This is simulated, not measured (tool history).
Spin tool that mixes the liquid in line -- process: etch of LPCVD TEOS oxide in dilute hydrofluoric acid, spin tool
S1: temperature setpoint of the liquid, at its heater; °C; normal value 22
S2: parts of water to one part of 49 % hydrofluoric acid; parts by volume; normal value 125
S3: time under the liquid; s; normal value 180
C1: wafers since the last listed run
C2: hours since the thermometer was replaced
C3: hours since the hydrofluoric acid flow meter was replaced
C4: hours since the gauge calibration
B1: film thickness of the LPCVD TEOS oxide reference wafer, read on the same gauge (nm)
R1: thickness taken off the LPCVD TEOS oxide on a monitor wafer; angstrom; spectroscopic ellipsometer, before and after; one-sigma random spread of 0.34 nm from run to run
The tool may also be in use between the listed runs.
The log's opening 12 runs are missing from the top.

run	hour	S1	S2	S3	C1	C2	C3	C4	B1	R1
13	296.8	22	170	225	123	852.3	647.4	708.7	119.97	355.9
14	323	22	170	225	112	878.5	673.6	734.9	119.99	352.1
15	357.3	22	170	225	147	912.8	707.9	769.2	120.01	360
16	374.7	22	125	180	74	930.2	725.3	786.6	119.98	409
# hour 409.3: thermometer replaced
17	409.8	22	125	180	146	0.5	760.4	821.7	120	388.1
18	426.3	24	125	180	71	17	776.9	838.2	120.03	417.4
19	489.2	22	125	240	271	79.9	839.8	901.1	119.97	516.7
# hour 500.2: hydrofluoric acid flow meter replaced
# hour 531.9: gauge calibrated
20	560.1	22	125	180	301	150.8	59.9	28.2	119.95	389.8
21	574.4	18	125	75	61	165.1	74.2	42.5	119.99	138.4
22	596.8	19.5	65	210	96	187.5	96.6	64.9	120.02	850
23	628	22	125	180	134	218.7	127.8	96.1	119.98	395.4
24	640.7	26	105	285	54	231.4	140.5	108.8	120.03	891.4
25	657.2	22	175	215	71	247.9	157	125.3	119.97	319.1
26	678	22	125	180	89	268.7	177.8	146.1	119.97	392.4
27	703.9	22	125	85	111	294.6	203.7	172	119.99	188.4
28	730.7	19	165	180	115	321.4	230.5	198.8	119.97	259.8
29	766.3	22	125	145	153	357	266.1	234.4	119.99	317.1
30	779.6	24.5	65	280	57	370.3	279.4	247.7	119.96	1411.5
31	805.5	17	145	180	111	396.2	305.3	273.6	119.99	281.1
32	818.9	22	125	180	57	409.6	318.7	287	120	405
33	834.6	22	145	290	67	425.3	334.4	302.7	120.01	532.2

Alternative continuations, all from the tool just after run 33; predict every row:
A	835.1	22	125	180	2	425.8	334.9	303.2	?	?
B	835.1	23.5	70	180	2	425.8	334.9	303.2	?	?
C	835.1	22	65	180	2	425.8	334.9	303.2	?	?
D	835.1	26	70	180	2	425.8	334.9	303.2	?	?

run	B1	R1
A	119.98	397.4
B	119.98	806.1
C	119.98	822.2
D	119.98	890.5
Stripped of hidden state, with their random variation kept, the same runs would have yielded:
run	R1
A	376.6
B	763
C	777.5
D	843.8
